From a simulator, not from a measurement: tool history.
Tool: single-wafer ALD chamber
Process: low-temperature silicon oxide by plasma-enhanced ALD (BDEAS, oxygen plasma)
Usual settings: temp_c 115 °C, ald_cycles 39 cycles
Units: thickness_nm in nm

| run | day | temp_c | ald_cycles | read-back reference wafer on the same gauge, thickness_nm | thickness_nm |
|---|---|---|---|---|---|
| 1 | 0 | 115 | 39 | 4.464 | 5.45 |
| 2 | 2.225 | 115 | 39 | 4.458 | 5.46 |
| 3 | 9.567 | 115 | 39 | 4.452 | 5.482 |
| 4 | 14.367 | 115 | 39 | 4.459 | 5.512 |
| 5 | 19.146 | 115 | 39 | 4.467 | 5.512 |
| 6 | 20.2 | 115 | 39 | 4.456 | 5.469 |
| 7 | 22.817 | 115 | 44 | 4.457 | 6.154 |
| 8 | 24.55 | 115 | 44 | 4.465 | 6.154 |
| 9 | 26.208 | 115 | 44 | 4.469 | 6.166 |
| 10 | 28.558 | 115 | 39 | 4.454 | 5.439 |
| 11 | 34.5 | 115 | 39 | 4.46 | 5.428 |
| 12 | 35.571 | 115 | 39 | 4.46 | 5.446 |
| 13 | 37.783 | 115 | 39 | 4.459 | 5.483 |
|  | 38.279 | thermocouple changed; heater temperature recalibrated |
| 14 | 40.158 | 115 | 39 | 4.451 | 5.486 |
| 15 | 42.738 | 115 | 39 | 4.458 | 5.43 |
| 16 | 45.012 | 115 | 39 | 4.468 | 5.485 |
| 17 | 46.338 | 115 | 39 | 4.457 | 5.468 |
| 18 | 48.488 | 115 | 39 | 4.459 | 5.493 |
| 19 | 51.033 | 115 | 39 | 4.446 | 5.433 |
| 20 | 53.612 | 115 | 39 | 4.454 | 5.446 |
| 21 | 56.196 | 115 | 39 | 4.46 | 5.523 |
| 22 | 58.158 | 115 | 39 | 4.463 | 5.508 |
| 23 | 60.954 | 115 | 39 | 4.463 | 5.462 |
| 24 | 62.683 | 121 | 36 | 4.466 | 5.027 |
| 25 | 64.925 | 126 | 36 | 4.453 | 4.972 |
|  | 66.042 | gauge calibrated |
| 26 | 67.279 | 115 | 36 | 4.458 | 5.032 |
| 27 | 68.475 | 120 | 39 | 4.457 | 5.425 |
| 28 | 71.217 | 115 | 42 | 4.453 | 5.905 |
| 29 | 72.25 | 129 | 39 | 4.461 | 5.366 |
| 30 | 73.367 | 110 | 35 | 4.458 | 4.944 |
| 31 | 76.279 | 115 | 45 | 4.467 | 6.348 |
| 32 | 82.338 | 115 | 39 | 4.457 | 5.443 |
| 33 | 84.996 | 128 | 39 | 4.464 | 5.396 |
| 34 | 87.808 | 107 | 39 | 4.458 | 5.545 |
| 35 | 90.217 | 115 | 43 | 4.461 | 6.018 |
| 36 | 92.321 | 120 | 39 | 4.457 | 5.45 |
| 37 | 93.892 | 115 | 39 | 4.456 | 5.461 |
| 38 | 95.229 | 109 | 33 | 4.468 | 4.671 |
| 39 | 97.158 | 115 | 46 | 4.463 | 6.434 |
| 40 | 99.671 | 100 | 34 | 4.449 | 4.877 |
| 41 | 101.842 | 123 | 34 | 4.472 | 4.717 |
| 42 | 103.421 | 123 | 33 | 4.461 | 4.584 |
| 43 | 108.992 | 103 | 45 | 4.458 | 6.494 |
|  | 111.075 | thermocouple changed; heater temperature recalibrated |
| 44 | 111.575 | 115 | 39 | 4.453 | 5.461 |
| 45 | 113.196 | 115 | 39 | 4.468 | 5.438 |
| 46 | 114.725 | 121 | 33 | 4.461 | 4.585 |
| 47 | 116.029 | 121 | 44 | 4.471 | 6.112 |
| 48 | 117.825 | 104 | 33 | 4.462 | 4.748 |

What the log doesn't show, run by run:
wafer temperature above the value expected at the setpoint (K): 0 in every run
gauge reads high (%): 0 in every run
